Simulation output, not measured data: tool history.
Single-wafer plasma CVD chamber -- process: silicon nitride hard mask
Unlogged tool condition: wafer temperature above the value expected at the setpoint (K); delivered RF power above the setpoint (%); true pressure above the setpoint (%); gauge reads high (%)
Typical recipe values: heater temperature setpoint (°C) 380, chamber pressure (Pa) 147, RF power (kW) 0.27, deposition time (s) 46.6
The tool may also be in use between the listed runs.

| run | hour | heater temperature setpoint (°C) | chamber pressure (Pa) | RF power (kW) | deposition time (s) | wafers since the last listed run | hours since the last thermocouple change | hours since the last RF generator calibration | hours since the last manometer calibration | hours since the showerhead was replaced | hours since the gauge calibration | read-back reference wafer on the same gauge, thickness_nm | mean film thickness on the monitor wafer (Å) |
|---|---|---|---|---|---|---|---|---|---|---|---|---|---|
| 1 | 0 | 375 | 147 | 0.27 | 42.9 | 0 | 1274.7 | 1242.1 | 843.9 | 1403 | 1246.4 | 43.601 | 431.91 |
| 2 | 87.6 | 375 | 147 | 0.27 | 42.9 | 2112 | 1362.3 | 1329.7 | 931.5 | 1490.6 | 1334 | 43.586 | 433.6 |
| 3 | 188.5 | 380 | 147 | 0.27 | 46.6 | 2433 | 1463.2 | 1430.6 | 1032.4 | 1591.5 | 1434.9 | 43.635 | 469.03 |
| 4 | 230.3 | 380 | 147 | 0.27 | 46.6 | 1008 | 1505 | 1472.4 | 1074.2 | 1633.3 | 1476.7 | 43.568 | 469.45 |
| 5 | 331.9 | 380 | 147 | 0.27 | 46.6 | 2450 | 1606.6 | 1574 | 1175.8 | 1734.9 | 1578.3 | 43.615 | 468.04 |
| 6 | 378.5 | 380 | 147 | 0.27 | 46.6 | 1123 | 1653.2 | 1620.6 | 1222.4 | 1781.5 | 1624.9 | 43.609 | 469.44 |
| 7 | 417 | 380 | 147 | 0.27 | 46.6 | 928 | 1691.7 | 1659.1 | 1260.9 | 1820 | 1663.4 | 43.602 | 469.91 |
| 8 | 473.9 | 371 | 147 | 0.27 | 46.6 | 1372 | 1748.6 | 1716 | 1317.8 | 1876.9 | 1720.3 | 43.592 | 472.39 |
| 9 | 539.4 | 371 | 147 | 0.27 | 46.6 | 1579 | 1814.1 | 1781.5 | 1383.3 | 1942.4 | 1785.8 | 43.59 | 470.52 |
| 10 | 633.5 | 384 | 147 | 0.27 | 46.6 | 2269 | 1908.2 | 1875.6 | 1477.4 | 2036.5 | 1879.9 | 43.598 | 469.5 |
| 11 | 679.8 | 380 | 147 | 0.27 | 46.6 | 1116 | 1954.5 | 1921.9 | 1523.7 | 2082.8 | 1926.2 | 43.582 | 468.96 |
|  | 730.6 | thermocouple changed; heater temperature recalibrated |
| 12 | 743.9 | 380 | 147 | 0.27 | 46.6 | 1353 | 13.3 | 1986 | 1587.8 | 2146.9 | 1990.3 | 43.612 | 469.56 |
| 13 | 794.8 | 380 | 147 | 0.235 | 46.6 | 1227 | 64.2 | 2036.9 | 1638.7 | 2197.8 | 2041.2 | 43.644 | 424.22 |
|  | 830.4 | RF generator calibrated |
|  | 840.9 | gauge calibrated |
| 14 | 898.1 | 380 | 147 | 0.235 | 46.6 | 2298 | 167.5 | 67.7 | 1742 | 2301.1 | 57.2 | 43.571 | 424.6 |
| 15 | 975.7 | 371 | 147 | 0.27 | 46.6 | 1871 | 245.1 | 145.3 | 1819.6 | 2378.7 | 134.8 | 43.606 | 471.76 |
| 16 | 1046.1 | 380 | 125 | 0.27 | 46.6 | 1697 | 315.5 | 215.7 | 1890 | 2449.1 | 205.2 | 43.607 | 425.9 |
| 17 | 1099 | 384 | 163 | 0.305 | 46.6 | 1275 | 368.4 | 268.6 | 1942.9 | 2502 | 258.1 | 43.598 | 538.1 |
| 18 | 1160.9 | 369 | 169 | 0.22 | 55 | 1492 | 430.3 | 330.5 | 2004.8 | 2563.9 | 320 | 43.627 | 511.85 |
| 19 | 1199.7 | 373 | 147 | 0.235 | 46.6 | 935 | 469.1 | 369.3 | 2043.6 | 2602.7 | 358.8 | 43.625 | 425.6 |
| 20 | 1294.7 | 393 | 147 | 0.27 | 46.6 | 2291 | 564.1 | 464.3 | 2138.6 | 2697.7 | 453.8 | 43.582 | 469.2 |
| 21 | 1398.3 | 392 | 147 | 0.27 | 52.3 | 2498 | 667.7 | 567.9 | 2242.2 | 2801.3 | 557.4 | 43.58 | 523.35 |
|  | 1410.3 | capacitance manometer re-zeroed and calibrated |
| 22 | 1439.2 | 375 | 124 | 0.27 | 46.6 | 793 | 708.6 | 608.8 | 28.9 | 2842.2 | 598.3 | 43.651 | 415.69 |
| 23 | 1534.2 | 380 | 147 | 0.27 | 46.6 | 2291 | 803.6 | 703.8 | 123.9 | 2937.2 | 693.3 | 43.577 | 464.09 |
|  | 1544.6 | showerhead replaced |
| 24 | 1585 | 386 | 179 | 0.27 | 46.6 | 1032 | 854.4 | 754.6 | 174.7 | 40.4 | 744.1 | 43.638 | 509.65 |
| 25 | 1666.3 | 380 | 147 | 0.285 | 43.7 | 1960 | 935.7 | 835.9 | 256 | 121.7 | 825.4 | 43.574 | 454.74 |
| 26 | 1760.4 | 380 | 147 | 0.27 | 46.6 | 2269 | 1029.8 | 930 | 350.1 | 215.8 | 919.5 | 43.597 | 464.45 |
| 27 | 1805.3 | 380 | 147 | 0.22 | 41.7 | 1082 | 1074.7 | 974.9 | 395 | 260.7 | 964.4 | 43.603 | 358.21 |
| 28 | 1912.1 | 367 | 173 | 0.29 | 50.2 | 2575 | 1181.5 | 1081.7 | 501.8 | 367.5 | 1071.2 | 43.606 | 579.4 |
| 29 | 1988.6 | 380 | 163 | 0.315 | 40.8 | 1845 | 1258 | 1158.2 | 578.3 | 444 | 1147.7 | 43.578 | 482.62 |
| 30 | 2047.9 | 380 | 147 | 0.31 | 46.6 | 1430 | 1317.3 | 1217.5 | 637.6 | 503.3 | 1207 | 43.598 | 516.36 |

Below, some changes in mean film thickness on the monitor wafer (Å) between adjacent runs. For each, the amount present without the hidden state too (settings, incoming material, random variation) and the amount remaining for the hidden state with gauge scatter not shared by both compared results:
Run 16 -> 17: heater temperature setpoint (°C) 380 -> 384, chamber pressure (Pa) 125 -> 163, RF power (kW) 0.27 -> 0.305. mean film thickness on the monitor wafer (Å) +112.2: hidden state +0.33, all else +111.87.
Run 20 -> 21: heater temperature setpoint (°C) 393 -> 392, deposition time (s) 46.6 -> 52.3. mean film thickness on the monitor wafer (Å) +54.15: hidden state +0.92, all else +53.23.
Run 21 -> 22: heater temperature setpoint (°C) 392 -> 375, chamber pressure (Pa) 147 -> 124, deposition time (s) 52.3 -> 46.6, capacitance manometer re-zeroed and calibrated. mean film thickness on the monitor wafer (Å) -107.66: hidden state -7.88, all else -99.78.
Run 27 -> 28: heater temperature setpoint (°C) 380 -> 367, chamber pressure (Pa) 147 -> 173, RF power (kW) 0.22 -> 0.29, deposition time (s) 41.7 -> 50.2. mean film thickness on the monitor wafer (Å) +221.19: hidden state +1.57, all else +219.62.
